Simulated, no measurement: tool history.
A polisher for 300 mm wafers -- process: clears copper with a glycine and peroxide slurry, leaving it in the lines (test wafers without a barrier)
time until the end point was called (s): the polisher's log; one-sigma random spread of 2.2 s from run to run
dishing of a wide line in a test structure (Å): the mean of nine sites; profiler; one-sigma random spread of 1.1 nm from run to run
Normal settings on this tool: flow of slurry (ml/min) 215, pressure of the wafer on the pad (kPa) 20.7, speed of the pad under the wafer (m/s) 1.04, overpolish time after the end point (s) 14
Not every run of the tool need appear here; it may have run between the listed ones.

run	hour	flow of slurry (ml/min)	pressure of the wafer on the pad (kPa)	speed of the pad under the wafer (m/s)	overpolish time after the end point (s)	wafers since the last listed run	wafers polished on this pad	hours since the slurry nozzle was cleaned	hours since the head pressure was calibrated	incoming thickness of the incoming film, nm	time until the end point was called (s)	dishing of a wide line in a test structure (Å)
1	0	255	20.7	1.04	14	0	1497	103.2	498.9	572.4	129.7	481
# hour 18.4: worn pad replaced by a new one
2	35.1	215	20.7	0.92	14	270	144	138.3	534	570.2	150	426
3	59.8	215	20.7	0.92	14	214	359	163	558.7	571.9	147	426
4	72.3	215	15.2	1.04	14	108	467	175.5	571.2	566.8	167.5	381
5	94.1	215	15.2	1.04	14	189	657	197.3	593	562.2	168.1	360
6	129.4	215	26.2	1.04	14	306	963	232.6	628.3	570	113.1	562
7	222.9	215	26.2	1.04	14	812	1776	326.1	721.8	565.6	104.9	568
8	240.2	215	26.2	1.04	14	150	1926	343.4	739.1	575.5	111.2	545
# hour 254.4: worn pad replaced by a new one
# hour 296.1: slurry nozzle cleaned
9	326.1	215	20.7	1.04	14	702	614	30	825	567	131.7	447
# hour 330.3: head pressure recalibrated
10	355.5	215	20.7	1.04	14	238	852	59.4	25.2	572.5	121.7	515
11	374.1	215	20.7	1.04	14	161	1013	78	43.8	564	120.9	506
12	390.6	215	20.7	1.04	14	143	1156	94.5	60.3	565.8	123.5	502
13	420.1	215	20.7	1.04	14	256	1413	124	89.8	573.5	122.7	501
14	438.7	215	20.7	1.04	14	161	1574	142.6	108.4	574	122.9	499
# hour 471.3: worn pad replaced by a new one
15	471.8	250	24.1	1.04	14	252	4	175.7	141.5	573.6	110.3	571
16	503.8	285	26.9	1.14	6	277	282	207.7	173.5	571.2	90.3	314
17	523	215	27.6	1.3	14	166	449	226.9	192.7	572.1	83.8	675

Predict the results of run 18:
18	541	215	20.7	1.04	14	156	605	244.9	210.7	565.6	?	?

time until the end point was called (s): 125.8
dishing of a wide line in a test structure (Å): 493
With no hidden state in the tool, this same run would have given time until the end point was called (s) 118.8, dishing of a wide line in a test structure (Å) 519.
